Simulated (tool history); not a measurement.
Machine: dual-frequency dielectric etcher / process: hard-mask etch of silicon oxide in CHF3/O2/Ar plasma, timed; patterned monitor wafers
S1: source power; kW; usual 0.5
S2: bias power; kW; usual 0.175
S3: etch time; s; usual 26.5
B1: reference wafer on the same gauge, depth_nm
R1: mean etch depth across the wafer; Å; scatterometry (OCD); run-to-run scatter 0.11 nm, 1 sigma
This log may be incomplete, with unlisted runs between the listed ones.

{"run": 1, "hour": 0.0, "S1": 0.53, "S2": 0.175, "S3": 26.5, "B1": 38.33, "R1": 423.1}
{"run": 2, "hour": 100.5, "S1": 0.53, "S2": 0.175, "S3": 26.5, "B1": 38.31, "R1": 420}
{"hour": 157.0, "done": "wet clean of the chamber"}
{"run": 3, "hour": 193.9, "S1": 0.5, "S2": 0.175, "S3": 26.5, "B1": 38.32, "R1": 417.9}
{"run": 4, "hour": 239.9, "S1": 0.5, "S2": 0.153, "S3": 26.5, "B1": 38.33, "R1": 388.3}
{"run": 5, "hour": 328.6, "S1": 0.5, "S2": 0.16, "S3": 26.5, "B1": 38.3, "R1": 395.7}
{"run": 6, "hour": 378.2, "S1": 0.5, "S2": 0.175, "S3": 26.5, "B1": 38.36, "R1": 414.8}
{"run": 7, "hour": 469.0, "S1": 0.5, "S2": 0.175, "S3": 26.5, "B1": 38.27, "R1": 412.6}
{"run": 8, "hour": 547.3, "S1": 0.5, "S2": 0.175, "S3": 26.5, "B1": 38.28, "R1": 411.9}
{"hour": 589.4, "done": "wet clean of the chamber"}
{"run": 9, "hour": 639.8, "S1": 0.5, "S2": 0.152, "S3": 26.5, "B1": 38.3, "R1": 386.9}
{"run": 10, "hour": 704.6, "S1": 0.5, "S2": 0.152, "S3": 26.5, "B1": 38.31, "R1": 385.5}
{"run": 11, "hour": 809.7, "S1": 0.5, "S2": 0.152, "S3": 26.5, "B1": 38.26, "R1": 385.5}
{"run": 12, "hour": 855.5, "S1": 0.5, "S2": 0.175, "S3": 26.5, "B1": 38.34, "R1": 413.2}
{"hour": 893.0, "done": "source power generator calibrated"}
{"run": 13, "hour": 926.6, "S1": 0.46, "S2": 0.175, "S3": 26.5, "B1": 38.3, "R1": 394}
{"hour": 1021.7, "done": "upper electrode replaced"}
{"run": 14, "hour": 1022.2, "S1": 0.41, "S2": 0.142, "S3": 26.5, "B1": 38.31, "R1": 329.7}
{"hour": 1062.9, "done": "gauge calibrated"}
{"hour": 1110.5, "done": "wet clean of the chamber"}
{"run": 15, "hour": 1111.0, "S1": 0.46, "S2": 0.175, "S3": 34, "B1": 38.3, "R1": 513.8}
{"hour": 1166.3, "done": "bias power generator calibrated"}
{"run": 16, "hour": 1187.4, "S1": 0.5, "S2": 0.189, "S3": 18.5, "B1": 38.3, "R1": 302.5}
{"run": 17, "hour": 1251.1, "S1": 0.5, "S2": 0.175, "S3": 26.5, "B1": 38.3, "R1": 416.2}
{"run": 18, "hour": 1324.8, "S1": 0.5, "S2": 0.189, "S3": 18.5, "B1": 38.29, "R1": 300.1}

The next listed run, before its measurement:
{"run": 19, "hour": 1379.2, "S1": 0.5, "S2": 0.175, "S3": 26.5, "B1": "?", "R1": "?"}

Run 19 yielded B1 38.33, R1 415.5 Å.
Had the tool carried no hidden state, the very same run would have given R1 419.8 Å.

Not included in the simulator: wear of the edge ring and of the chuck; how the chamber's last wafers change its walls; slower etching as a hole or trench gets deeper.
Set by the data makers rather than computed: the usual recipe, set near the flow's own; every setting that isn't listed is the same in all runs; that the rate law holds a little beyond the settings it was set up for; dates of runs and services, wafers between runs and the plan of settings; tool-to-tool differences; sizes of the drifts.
